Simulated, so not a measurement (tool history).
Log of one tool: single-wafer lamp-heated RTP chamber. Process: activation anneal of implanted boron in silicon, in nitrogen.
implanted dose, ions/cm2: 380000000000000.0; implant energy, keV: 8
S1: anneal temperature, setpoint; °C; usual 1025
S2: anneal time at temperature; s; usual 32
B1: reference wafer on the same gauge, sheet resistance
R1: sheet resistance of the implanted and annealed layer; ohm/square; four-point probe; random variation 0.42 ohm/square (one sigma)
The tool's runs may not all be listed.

run,hour,S1,S2,B1,R1
1,0,1025,32,248.32,280.77
2,79.7,1025,32,248.76,281.44
# hour 111.6: pyrometer window cleaned and pyrometer calibrated
# hour 132.9: reflector plate cleaned
3,174.6,1025,32,248.83,282.69
4,263.9,1025,32,249.14,282.32
5,301.5,1025,32,249.08,283.37
6,391.9,1025,32,249.28,282.67
7,431,1025,32,249.57,283.1
8,532.4,1025,32,249.51,282.55
# hour 566.5: pyrometer window cleaned and pyrometer calibrated
9,625.8,1025,32,249.75,283.75
10,717.5,1025,40,249.71,282.01
11,759.9,1025,40,249.81,283
12,810.7,1025,32,249.69,282.41
13,897.8,1025,45,249.82,281.25
14,965.6,1025,32,250,283.22
# hour 987.6: pyrometer window cleaned and pyrometer calibrated
15,1004.6,1025,32,250.03,283.79
# hour 1028.8: reflector plate cleaned
16,1076.2,1054,25,250.03,282.65
# hour 1086.3: gauge calibrated
17,1143.6,1050,26,247.44,280.18
18,1186.1,1007,44,247.81,281.25
19,1286.1,1025,32,248.3,281.78
20,1363.3,1049,48,248.57,276.95
# hour 1411.7: pyrometer window cleaned and pyrometer calibrated
21,1470.8,1025,20,248.84,283.48
22,1570.7,1025,16,249.14,285.55
23,1644.3,1025,32,249.46,282.73
24,1686.8,1044,15,249.54,285.21
# hour 1771.8: reflector plate cleaned
25,1788.6,1036,27,249.74,282.36
26,1885.3,1025,32,249.81,282.74
# hour 1908.5: pyrometer window cleaned and pyrometer calibrated
27,1979.5,999,32,249.85,286.74
28,2073.9,1025,32,250.05,283.47
29,2197.1,1046,32,250.13,282.51
30,2285.9,1006,23,250.19,286.74
# hour 2389.2: pyrometer window cleaned and pyrometer calibrated
31,2393.5,1025,32,250.32,283.09

What the log doesn't show, run by run:
true wafer temperature minus pyrometer reading, K: 0 in every run
wafer temperature error from the tarnished reflector plate, K: 0 in every run
H1: gauge reads high (%)
run,H1
1,0.545
2,0.653
3,0.762
4,0.848
5,0.881
6,0.95
7,0.976
8,1.04
9,1.08
10,1.12
11,1.14
12,1.15
13,1.18
14,1.2
15,1.2
16,1.22
17,0.21
18,0.304
19,0.499
20,0.626
21,0.775
22,0.889
23,0.961
24,0.998
25,1.08
26,1.14
27,1.19
28,1.23
29,1.27
30,1.3
31,1.33
